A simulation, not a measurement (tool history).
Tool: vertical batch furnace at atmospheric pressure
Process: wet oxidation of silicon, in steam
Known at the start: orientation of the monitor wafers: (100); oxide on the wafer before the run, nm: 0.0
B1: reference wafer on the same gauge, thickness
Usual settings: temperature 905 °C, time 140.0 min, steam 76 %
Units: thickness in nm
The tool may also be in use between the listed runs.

run 1 hour=0.0 | temperature=905 time=140.0 steam=76 | B1=219.87 | thickness=250.58
run 2 hour=20.5 | temperature=905 time=140.0 steam=76 | B1=220.00 | thickness=251.25
run 3 hour=34.5 | temperature=905 time=140.0 steam=76 | B1=220.05 | thickness=249.91
run 4 hour=56.6 | temperature=905 time=140.0 steam=67 | B1=220.02 | thickness=225.21
run 5 hour=66.6 | temperature=905 time=140.0 steam=76 | B1=220.00 | thickness=250.23
run 6 hour=84.1 | temperature=905 time=140.0 steam=68 | B1=220.02 | thickness=226.79
run 7 hour=95.9 | temperature=905 time=140.0 steam=76 | B1=220.07 | thickness=250.16
run 8 hour=106.7 | temperature=905 time=140.0 steam=76 | B1=219.98 | thickness=250.08
run 9 hour=129.4 | temperature=905 time=140.0 steam=76 | B1=219.92 | thickness=250.22
run 10 hour=151.3 | temperature=905 time=140.0 steam=76 | B1=220.06 | thickness=248.39
-- hour=188.9 steam generator serviced
run 11 hour=189.4 | temperature=921 time=140.0 steam=76 | B1=219.92 | thickness=313.57
run 12 hour=195.1 | temperature=921 time=140.0 steam=66 | B1=220.00 | thickness=279.43
run 13 hour=200.7 | temperature=905 time=140.0 steam=71 | B1=219.96 | thickness=249.88
run 14 hour=219.2 | temperature=888 time=160.0 steam=66 | B1=219.91 | thickness=209.67
-- hour=264.9 thermocouples replaced and temperature profile calibrated
run 15 hour=265.4 | temperature=894 time=199.5 steam=67 | B1=219.99 | thickness=277.77
run 16 hour=271.0 | temperature=905 time=140.0 steam=68 | B1=219.96 | thickness=240.24
run 17 hour=282.2 | temperature=905 time=140.0 steam=70 | B1=220.06 | thickness=245.84
-- hour=301.3 gauge calibrated
run 18 hour=303.1 | temperature=905 time=140.0 steam=76 | B1=220.05 | thickness=263.79
run 19 hour=318.1 | temperature=917 time=140.0 steam=76 | B1=219.99 | thickness=300.10
run 20 hour=341.0 | temperature=897 time=140.0 steam=76 | B1=219.94 | thickness=236.94
run 21 hour=350.5 | temperature=905 time=100.5 steam=76 | B1=220.00 | thickness=198.54
run 22 hour=370.9 | temperature=905 time=95.5 steam=80 | B1=219.99 | thickness=198.29
run 23 hour=387.0 | temperature=905 time=140.0 steam=76 | B1=220.06 | thickness=262.20

5 ways to go on from here, each from the tool as it stands after run 23. What would each give?
run A hour=392.7 | temperature=886 time=140.0 steam=76 | B1=? | thickness=?
run B hour=392.7 | temperature=905 time=140.0 steam=84 | B1=? | thickness=?
run C hour=392.7 | temperature=881 time=140.0 steam=67 | B1=? | thickness=?
run D hour=392.7 | temperature=920 time=76.5 steam=81 | B1=? | thickness=?
run E hour=392.7 | temperature=905 time=187.0 steam=86 | B1=? | thickness=?

run=A B1=220.07 thickness=203.29
run=B B1=220.07 thickness=284.11
run=C B1=220.07 thickness=168.97
run=D B1=220.07 thickness=196.98
run=E B1=220.07 thickness=365.80
Without the tool's hidden state the same runs would have given:
run=A thickness=204.93
run=B thickness=286.25
run=C thickness=170.36
run=D thickness=198.52
run=E thickness=368.46
